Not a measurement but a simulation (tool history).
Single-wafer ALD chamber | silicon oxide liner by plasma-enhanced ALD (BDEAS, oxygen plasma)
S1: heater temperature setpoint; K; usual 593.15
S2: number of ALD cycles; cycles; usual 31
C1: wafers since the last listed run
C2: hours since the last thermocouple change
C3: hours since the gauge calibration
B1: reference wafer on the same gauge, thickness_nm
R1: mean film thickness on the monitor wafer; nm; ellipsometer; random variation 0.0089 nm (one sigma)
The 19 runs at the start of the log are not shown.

run	hour	S1	S2	C1	C2	C3	B1	R1
20	587.6	593.15	31	317	242.1	196.1	2.612	2.558
21	603.4	593.15	31	194	257.9	211.9	2.614	2.561
22	615.9	593.15	31	154	270.4	224.4	2.615	2.561
23	633.1	605.15	31	211	287.6	241.6	2.618	2.521
24	661.7	593.15	31	352	316.2	270.2	2.614	2.569
25	686.2	593.15	31	301	340.7	294.7	2.622	2.559
26	709.7	581.15	36	289	364.2	318.2	2.624	3.030
27	728.5	579.15	36	231	383.0	337.0	2.623	3.058
28	755.4	586.15	29	331	409.9	363.9	2.625	2.447
29	771.9	604.15	29	203	426.4	380.4	2.624	2.366
30	788.5	593.15	31	204	443.0	397.0	2.626	2.572
31	814.4	599.15	33	319	468.9	422.9	2.624	2.704
32	827.2	598.15	27	157	481.7	435.7	2.627	2.219
33	854.0	593.15	31	330	508.5	462.5	2.628	2.584
34	887.4	584.15	26	411	541.9	495.9	2.627	2.188
35	913.2	606.15	34	317	567.7	521.7	2.627	2.764
36	927.0	588.15	31	170	581.5	535.5	2.628	2.592
37	948.8	578.15	28	268	603.3	557.3	2.630	2.380
38	967.3	582.15	37	227	621.8	575.8	2.629	3.141
39	981.0	593.15	31	168	635.5	589.5	2.629	2.585
40	1013.1	583.15	31	395	667.6	621.6	2.631	2.639
41	1038.9	593.15	31	317	693.4	647.4	2.631	2.581
42	1068.1	582.15	37	359	722.6	676.6	2.632	3.136

Predict the results of run 43:
43	1081.8	593.15	31	168	736.3	690.3	?	?

Run 43 gave B1 2.633, R1 2.565 nm.
With no hidden state in the tool, this same run would have given R1 2.524 nm.

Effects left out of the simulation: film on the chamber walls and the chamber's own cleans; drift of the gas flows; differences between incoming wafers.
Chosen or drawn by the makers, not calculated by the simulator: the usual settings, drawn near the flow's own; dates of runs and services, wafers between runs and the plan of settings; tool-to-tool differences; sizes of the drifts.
